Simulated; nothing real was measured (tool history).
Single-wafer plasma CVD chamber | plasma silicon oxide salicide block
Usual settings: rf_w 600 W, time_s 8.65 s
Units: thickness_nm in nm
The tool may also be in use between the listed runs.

run   hour  rf_w  time_s  read-back reference wafer on the same gauge, thickness_nm  thickness_nm
  1      0   600    8.65                                                     96.605        80.316
  2     40   600    8.65                                                     96.596        80.221
  3   88.2   675    8.65                                                     96.595        82.988
  4  132.6   675    8.65                                                     96.608        83.061
  5  279.6   600    8.65                                                     96.606         79.85
  6  320.2   600    8.65                                                     96.586        82.071
  7  372.4   600    8.65                                                     96.626        81.922
  8  419.2   600     7.9                                                     96.599        74.645
  9  469.3   600    8.65                                                     96.594        81.823
 10  505.1   530    7.94                                                      96.59        72.601
 11  547.1   600    8.65                                                     96.567        82.018
 12  614.9   555    9.24                                                     96.584        85.219
 13  652.1   555    9.87                                                     96.629        91.385
 14  693.8   600    7.73                                                     96.621        73.137
 15  759.1   505    7.28                                                     96.592        65.285

Not shown: 3 entries that the log had between the listed runs. Between which runs, and how does the tool's hidden state differ before and after?
Between runs 5 and 6: gauge calibrated (hour 295.4); RF generator calibrated (hour 302.8)
  delivered RF power above the setpoint (%): -8.29 -> -0.694
  measured less the result without the state, thickness_nm: -2.018 -> -0.165 nm
Between runs 11 and 12: showerhead replaced (hour 591.3)
  delivered RF power above the setpoint (%): -1.4 -> -1.61
  measured less the result without the state, thickness_nm: -0.334 -> -0.399 nm
